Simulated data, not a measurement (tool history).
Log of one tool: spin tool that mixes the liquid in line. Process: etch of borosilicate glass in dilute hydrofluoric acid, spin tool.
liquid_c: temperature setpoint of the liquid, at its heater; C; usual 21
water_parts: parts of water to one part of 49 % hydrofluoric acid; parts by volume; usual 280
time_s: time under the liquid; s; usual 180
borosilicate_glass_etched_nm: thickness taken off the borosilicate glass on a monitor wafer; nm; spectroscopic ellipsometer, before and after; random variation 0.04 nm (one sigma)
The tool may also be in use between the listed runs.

| run | hour | liquid_c | water_parts | time_s | wafers since the last listed run | hours since the thermometer was replaced | hours since the hydrofluoric acid flow meter was replaced | hours since the gauge calibration | read-back film thickness of the borosilicate glass reference wafer, read on the same gauge (nm) | borosilicate_glass_etched_nm |
|---|---|---|---|---|---|---|---|---|---|---|
| 1 | 0 | 19 | 280 | 180 | 0 | 2277.6 | 857.7 | 113.3 | 59.99 | 9.83 |
| 2 | 13.7 | 19 | 280 | 180 | 93 | 2291.3 | 871.4 | 127 | 59.95 | 9.85 |
| 3 | 36.6 | 19 | 280 | 180 | 155 | 2314.2 | 894.3 | 149.9 | 60.03 | 9.87 |
| 4 | 85.3 | 21 | 280 | 255 | 331 | 2362.9 | 943 | 198.6 | 59.98 | 15 |
| 5 | 107.9 | 21 | 280 | 180 | 153 | 2385.5 | 965.6 | 221.2 | 60 | 10.61 |
| 6 | 124.5 | 21 | 280 | 180 | 112 | 2402.1 | 982.2 | 237.8 | 59.95 | 10.63 |
| 7 | 149.6 | 21 | 315 | 180 | 170 | 2427.2 | 1007.3 | 262.9 | 60.01 | 9.17 |
| 8 | 168.5 | 21 | 315 | 180 | 128 | 2446.1 | 1026.2 | 281.8 | 60 | 9.19 |
|  | 180 | hydrofluoric acid flow meter replaced |
|  | 181.2 | thermometer replaced |
| 9 | 186.6 | 21 | 315 | 180 | 109 | 5.4 | 6.6 | 299.9 | 60.01 | 8.24 |
| 10 | 200.1 | 21 | 280 | 180 | 91 | 18.9 | 20.1 | 313.4 | 60.01 | 9.64 |
|  | 213.7 | gauge calibrated |
| 11 | 222.5 | 21 | 280 | 180 | 152 | 41.3 | 42.5 | 8.8 | 60.02 | 9.59 |
| 12 | 235.6 | 24 | 145 | 240 | 89 | 54.4 | 55.6 | 21.9 | 60.02 | 31.84 |
| 13 | 270.5 | 21 | 390 | 210 | 237 | 89.3 | 90.5 | 56.8 | 59.99 | 7.27 |
| 14 | 286.9 | 19 | 280 | 105 | 111 | 105.7 | 106.9 | 73.2 | 60.01 | 5.22 |
| 15 | 310.5 | 26 | 280 | 180 | 160 | 129.3 | 130.5 | 96.8 | 60.02 | 11.56 |
| 16 | 333.6 | 21 | 280 | 215 | 157 | 152.4 | 153.6 | 119.9 | 59.96 | 11.57 |
| 17 | 355 | 21 | 280 | 290 | 145 | 173.8 | 175 | 141.3 | 60.01 | 15.65 |
| 18 | 372.5 | 17 | 175 | 125 | 119 | 191.3 | 192.5 | 158.8 | 60.01 | 10.23 |
| 19 | 406.5 | 21 | 280 | 180 | 231 | 225.3 | 226.5 | 192.8 | 59.97 | 9.7 |
| 20 | 418.5 | 21 | 280 | 180 | 81 | 237.3 | 238.5 | 204.8 | 60.02 | 9.68 |

Forecast each of these 3 alternatives for the next run:
| A | 419 | 21 | 280 | 250 | 3 | 237.8 | 239 | 205.3 | ? | ? |
| B | 419 | 21 | 210 | 180 | 3 | 237.8 | 239 | 205.3 | ? | ? |
| C | 419 | 19.5 | 390 | 250 | 3 | 237.8 | 239 | 205.3 | ? | ? |

| run | read-back film thickness of the borosilicate glass reference wafer, read on the same gauge (nm) | borosilicate_glass_etched_nm |
|---|---|---|
| A | 60 | 13.47 |
| B | 60 | 13.84 |
| C | 60 | 8.32 |
Without the tool's hidden state the same runs would have given:
| run | borosilicate_glass_etched_nm |
|---|---|
| A | 13.26 |
| B | 13.62 |
| C | 8.2 |

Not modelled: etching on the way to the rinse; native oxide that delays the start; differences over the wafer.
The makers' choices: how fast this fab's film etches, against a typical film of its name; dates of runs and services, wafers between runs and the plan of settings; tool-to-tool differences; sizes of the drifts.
